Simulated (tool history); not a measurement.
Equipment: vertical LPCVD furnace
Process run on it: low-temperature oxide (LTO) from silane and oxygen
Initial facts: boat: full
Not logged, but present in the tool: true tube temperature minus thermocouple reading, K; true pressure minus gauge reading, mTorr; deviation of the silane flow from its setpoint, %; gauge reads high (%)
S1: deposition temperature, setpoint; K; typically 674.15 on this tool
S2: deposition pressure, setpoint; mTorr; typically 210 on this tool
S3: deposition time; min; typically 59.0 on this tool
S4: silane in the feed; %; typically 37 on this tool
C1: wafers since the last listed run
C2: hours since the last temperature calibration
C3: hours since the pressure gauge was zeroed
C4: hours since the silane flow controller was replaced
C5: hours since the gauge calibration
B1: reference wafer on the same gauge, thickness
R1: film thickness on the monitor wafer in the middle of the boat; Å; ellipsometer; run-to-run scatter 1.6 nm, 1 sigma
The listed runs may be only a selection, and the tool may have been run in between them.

Run 1, hour 0.0: usual settings but S3 77.5 min; C1 0; C2 1750.2; C3 3133.8; C4 2496.5; C5 488.2; B1 382.16. Result: R1 6185.0 Å.
Run 2, hour 89.6: usual settings; C1 985; C2 1839.8; C3 3223.4; C4 2586.1; C5 577.8; B1 381.83. Result: R1 4746.4 Å.
Run 3, hour 395.3: usual settings but S2 240 mTorr; C1 3363; C2 2145.5; C3 3529.1; C4 2891.8; C5 883.5; B1 382.08. Result: R1 5446.1 Å.
Run 4, hour 458.5: usual settings but S2 240 mTorr; C1 695; C2 2208.7; C3 3592.3; C4 2955.0; C5 946.7; B1 382.01. Result: R1 5439.0 Å.
Run 5, hour 543.6: usual settings; C1 936; C2 2293.8; C3 3677.4; C4 3040.1; C5 1031.8; B1 381.96. Result: R1 4802.9 Å.
Run 6, hour 622.8: usual settings; C1 871; C2 2373.0; C3 3756.6; C4 3119.3; C5 1111.0; B1 381.60. Result: R1 4783.4 Å.
Run 7, hour 680.3: usual settings; C1 632; C2 2430.5; C3 3814.1; C4 3176.8; C5 1168.5; B1 382.19. Result: R1 4771.3 Å.
Run 8, hour 758.4: usual settings; C1 859; C2 2508.6; C3 3892.2; C4 3254.9; C5 1246.6; B1 382.02. Result: R1 4802.6 Å.
Run 9, hour 859.0: usual settings; C1 1107; C2 2609.2; C3 3992.8; C4 3355.5; C5 1347.2; B1 381.75. Result: R1 4783.2 Å.
Run 10, hour 919.9: usual settings; C1 670; C2 2670.1; C3 4053.7; C4 3416.4; C5 1408.1; B1 382.00. Result: R1 4805.6 Å.
Run 11, hour 961.3: usual settings; C1 455; C2 2711.5; C3 4095.1; C4 3457.8; C5 1449.5; B1 381.91. Result: R1 4785.0 Å.
At hour 1003.2: silane flow controller replaced.
At hour 1214.7: thermocouples replaced and temperature profile calibrated.
Run 12, hour 1245.8: usual settings; C1 2602; C2 31.1; C3 4379.6; C4 242.6; C5 1734.0; B1 382.07. Result: R1 4615.5 Å.
Run 13, hour 1327.7: usual settings; C1 901; C2 113.0; C3 4461.5; C4 324.5; C5 1815.9; B1 382.22. Result: R1 4622.9 Å.
At hour 1351.9: pressure gauge zeroed.
Run 14, hour 1426.7: usual settings but S3 79.5 min; C1 825; C2 212.0; C3 74.8; C4 423.5; C5 1914.9; B1 381.98. Result: R1 6263.8 Å.
Run 15, hour 1499.9: usual settings but S1 686.15 K, S2 255 mTorr, S3 81.0 min, S4 30 %; C1 805; C2 285.2; C3 148.0; C4 496.7; C5 1988.1; B1 382.37. Result: R1 6735.8 Å.
Run 16, hour 1539.5: usual settings but S1 662.15 K, S2 250 mTorr, S4 34 %; C1 435; C2 324.8; C3 187.6; C4 536.3; C5 2027.7; B1 381.87. Result: R1 4304.6 Å.
At hour 1579.9: gauge calibrated.
Run 17, hour 1636.2: usual settings but S3 71.5 min, S4 41 %; C1 1064; C2 421.5; C3 284.3; C4 633.0; C5 56.3; B1 382.10. Result: R1 6380.0 Å.
Run 18, hour 1676.0: usual settings but S2 260 mTorr; C1 437; C2 461.3; C3 324.1; C4 672.8; C5 96.1; B1 381.59. Result: R1 5719.4 Å.
Run 19, hour 1783.2: usual settings but S1 682.15 K, S2 240 mTorr; C1 1179; C2 568.5; C3 431.3; C4 780.0; C5 203.3; B1 381.89. Result: R1 5870.3 Å.
Run 20, hour 1877.7: usual settings; C1 1039; C2 663.0; C3 525.8; C4 874.5; C5 297.8; B1 381.78. Result: R1 4670.8 Å.
Run 21, hour 1979.1: usual settings but S1 665.15 K, S2 195 mTorr, S3 44.0 min, S4 30 %; C1 1115; C2 764.4; C3 627.2; C4 975.9; C5 399.2; B1 382.06. Result: R1 2192.6 Å.
Run 22, hour 2038.2: usual settings; C1 650; C2 823.5; C3 686.3; C4 1035.0; C5 458.3; B1 382.44. Result: R1 4715.7 Å.
Run 23, hour 2110.1: usual settings but S4 42 %; C1 791; C2 895.4; C3 758.2; C4 1106.9; C5 530.2; B1 382.02. Result: R1 5426.3 Å.
Run 24, hour 2183.7: usual settings but S2 255 mTorr, S4 31 %; C1 809; C2 969.0; C3 831.8; C4 1180.5; C5 603.8; B1 382.14. Result: R1 4453.2 Å.
Run 25, hour 2286.9: usual settings but S3 39.5 min; C1 1135; C2 1072.2; C3 935.0; C4 1283.7; C5 707.0; B1 382.01. Result: R1 3158.7 Å.
Run 26, hour 2330.4: usual settings; C1 478; C2 1115.7; C3 978.5; C4 1327.2; C5 750.5; B1 382.14. Result: R1 4678.9 Å.

Take each entry between the runs: how does the hidden state at the last listed run before it differ from the hidden state at the first listed run after it?
Logged between run 11 and run 12: silane flow controller replaced (hour 1003.2); thermocouples replaced and temperature profile calibrated (hour 1214.7)
  true tube temperature minus thermocouple reading, K: 3.79 -> 0.681
  measured less the result without the state, R1: +198.0 -> +35.2 Å
Logged between run 13 and run 14: pressure gauge zeroed (hour 1351.9)
  true tube temperature minus thermocouple reading, K: 0.78 -> 0.899
  measured less the result without the state, R1: +40.3 -> +62.9 Å
Logged between run 16 and run 17: gauge calibrated (hour 1579.9)
  true tube temperature minus thermocouple reading, K: 1.03 -> 1.15
  measured less the result without the state, R1: +53.3 -> +79.4 Å

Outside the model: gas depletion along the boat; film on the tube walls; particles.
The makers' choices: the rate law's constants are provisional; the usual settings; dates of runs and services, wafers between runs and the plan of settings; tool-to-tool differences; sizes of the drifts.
